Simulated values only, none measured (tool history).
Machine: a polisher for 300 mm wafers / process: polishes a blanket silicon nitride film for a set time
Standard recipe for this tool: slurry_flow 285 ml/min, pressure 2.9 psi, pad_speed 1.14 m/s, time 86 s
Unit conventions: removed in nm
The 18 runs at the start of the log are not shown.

run,hour,slurry_flow,pressure,pad_speed,time,"incoming thickness of the incoming film, nm",removed
19,246.4,285,3.6,1.14,86,623.4,145.3
20,261.9,285,2.9,1.14,86,636.3,125.9
21,271.8,200,3.7,0.90,86,622.2,118.5
22,286.3,285,2.9,1.30,86,639.2,139.8
23,304.2,285,2.4,1.14,60,618.6,76.5
# hour 318.0: worn pad replaced by a new one
24,318.9,285,2.9,0.84,86,630.8,98.4
25,329.9,325,2.9,1.14,86,643.0,127.5
26,342.3,285,2.9,1.34,86,628.7,143.0
27,355.3,285,2.5,1.14,98,626.5,128.9
28,368.1,350,2.9,1.14,86,632.1,126.9
29,385.5,190,2.2,0.78,110,631.7,93.4
30,403.4,365,2.5,0.76,110,629.3,106.7
31,415.5,195,3.2,0.90,86,628.3,104.9
# hour 420.1: worn pad replaced by a new one
32,424.5,285,2.9,0.84,61,630.0,69.7
33,430.9,195,3.2,0.90,86,625.9,105.9
34,437.8,285,2.9,1.14,86,632.2,123.4
35,448.3,210,3.8,1.14,86,619.3,148.5
36,456.4,285,3.2,0.82,86,637.9,103.8
37,465.4,205,3.3,0.80,109,640.1,124.9
38,477.1,285,2.9,1.14,86,631.3,123.9

Forecast each of these 3 alternatives for the next run:
A,477.5,285,2.9,1.48,86,625.6,?
B,477.5,285,2.3,1.14,74,625.6,?
C,477.5,285,2.9,1.14,99,625.6,?

run,removed
A,155.1
B,92.4
C,144.9
What these runs would have given with no unlogged condition in the tool:
run,removed
A,155.1
B,92.4
C,144.9

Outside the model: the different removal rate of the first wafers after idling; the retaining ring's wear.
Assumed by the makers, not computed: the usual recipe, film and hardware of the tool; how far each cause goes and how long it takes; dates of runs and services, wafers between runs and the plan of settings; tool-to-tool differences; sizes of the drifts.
